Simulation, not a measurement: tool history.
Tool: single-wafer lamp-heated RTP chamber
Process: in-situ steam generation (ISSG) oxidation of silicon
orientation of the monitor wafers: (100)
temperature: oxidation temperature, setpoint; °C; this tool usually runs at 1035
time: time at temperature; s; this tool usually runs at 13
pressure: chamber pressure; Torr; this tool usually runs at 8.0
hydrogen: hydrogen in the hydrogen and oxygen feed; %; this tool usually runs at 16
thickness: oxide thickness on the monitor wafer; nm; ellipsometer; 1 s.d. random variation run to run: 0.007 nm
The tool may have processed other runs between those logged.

run   hour  temperature  time  pressure  hydrogen  read-back reference wafer on the same gauge, thickness  thickness
  1    0.0         1035    13       8.0        16                                                   4.459      4.667
  2   13.6         1035    13       8.0        16                                                   4.460      4.661
      27.5  -- pyrometer window cleaned and pyrometer calibrated
  3   39.0         1035    13       8.0        16                                                   4.461      4.643
  4   52.4         1035    13       9.0        16                                                   4.462      4.629
  5   86.6         1035    13       9.0        16                                                   4.460      4.625
  6  117.6         1035    13       8.0        16                                                   4.458      4.650
     119.5  -- gauge calibrated
  7  143.8         1035    13       8.0        16                                                   4.461      4.642
  8  166.3         1035    13       8.0        16                                                   4.458      4.649
  9  193.4         1035    13       8.0        16                                                   4.458      4.658
 10  212.3         1035    13       8.0        16                                                   4.460      4.655
 11  243.5         1035    13       8.0        16                                                   4.459      4.654
 12  264.8         1035    13       8.0        16                                                   4.459      4.651
 13  296.4         1035    13       8.0        16                                                   4.458      4.676
     334.9  -- pyrometer window cleaned and pyrometer calibrated
 14  335.4         1035    13       8.0        20                                                   4.463      4.903
 15  358.2         1035    15       8.0        16                                                   4.463      4.994
 16  372.0         1035    13       8.0        19                                                   4.456      4.849
 17  385.8         1035    13       9.2        16                                                   4.463      4.623
 18  398.4         1035    13       7.4        20                                                   4.459      4.890
 19  427.7         1035    16       8.0        12                                                   4.457      4.823
 20  459.4         1035    13       8.0        16                                                   4.461      4.644
 21  473.3         1017    14       8.7        16                                                   4.461      4.460
     486.8  -- hydrogen flow controller replaced
 22  488.9         1021    13       8.0        25                                                   4.461      4.892
     509.5  -- pressure gauge zeroed
 23  517.4         1035    13       7.0        23                                                   4.460      5.077
 24  540.9         1035    13       8.0        16                                                   4.457      4.644
 25  573.5         1035    16       8.0        12                                                   4.457      4.839
 26  587.9         1035    13       8.0        11                                                   4.461      4.279
     675.9  -- pyrometer window cleaned and pyrometer calibrated
 27  682.5         1051    13       8.0        16                                                   4.461      5.024
 28  716.8         1035    13       8.0        16                                                   4.455      4.653
 29  734.3         1035    13       8.0        16                                                   4.464      4.650
 30  753.4         1035    13       8.0        22                                                   4.458      5.014
 31  784.9         1035     9       9.1        16                                                   4.461      3.877
 32  819.9         1035     9       8.0        16                                                   4.459      3.903

What if the next run were any one of these 3? Each begins from the tool's condition after run 32:
  A  820.3         1035    13       7.5        16                                                       ?          ?
  B  820.3         1019    13       7.5        13                                                       ?          ?
  C  820.3         1040    13       8.0        16                                                       ?          ?

run  read-back reference wafer on the same gauge, thickness  thickness
  A                                                   4.464      4.645
  B                                                   4.464      4.131
  C                                                   4.464      4.761
Without the tool's unlogged condition, the same runs would have read:
run  thickness
  A      4.635
  B      4.124
  C      4.750
